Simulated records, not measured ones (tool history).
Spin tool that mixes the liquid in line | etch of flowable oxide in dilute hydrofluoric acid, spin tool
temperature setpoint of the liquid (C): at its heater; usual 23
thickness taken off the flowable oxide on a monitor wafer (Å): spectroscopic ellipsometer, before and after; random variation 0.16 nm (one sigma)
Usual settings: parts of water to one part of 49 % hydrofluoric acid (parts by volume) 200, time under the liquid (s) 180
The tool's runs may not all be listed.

run   hour  temperature setpoint of the liquid (C)  parts of water to one part of 49 % hydrofluoric acid (parts by volume)  time under the liquid (s)  read-back film thickness of the flowable oxide reference wafer, read on the same gauge (nm)  thickness taken off the flowable oxide on a monitor wafer (Å)
  1    0.0                                      23                                                                     200                        180                                                                                        30.01                                                          375.1
  2   47.4                                      23                                                                     200                        180                                                                                        29.96                                                          374.5
  3  130.8                                      23                                                                     200                        180                                                                                        29.97                                                          368.5
  4  170.6                                      23                                                                     200                        180                                                                                        30.02                                                          371.3
  5  236.9                                      23                                                                     200                        180                                                                                        29.96                                                          371.0
  6  304.8                                      23                                                                     200                        180                                                                                        30.01                                                          369.5
  7  368.3                                      23                                                                     200                        180                                                                                        29.97                                                          366.7
  8  445.9                                      23                                                                     200                        180                                                                                        30.00                                                          365.4
  9  503.1                                      23                                                                     135                        180                                                                                        30.01                                                          579.7
     531.1  -- gauge calibrated
 10  591.2                                      27                                                                     145                        225                                                                                        29.98                                                          766.4
     594.0  -- thermometer replaced
 11  630.3                                      23                                                                     200                        220                                                                                        29.99                                                          426.0

Forecast run 12:
 12  681.5                                      23                                                                     200                        180                                                                                            ?                                                              ?

read-back film thickness of the flowable oxide reference wafer, read on the same gauge (nm): 30.02
thickness taken off the flowable oxide on a monitor wafer (Å): 350.3
Without the tool's hidden state the same run would have given thickness taken off the flowable oxide on a monitor wafer (Å) 387.2.
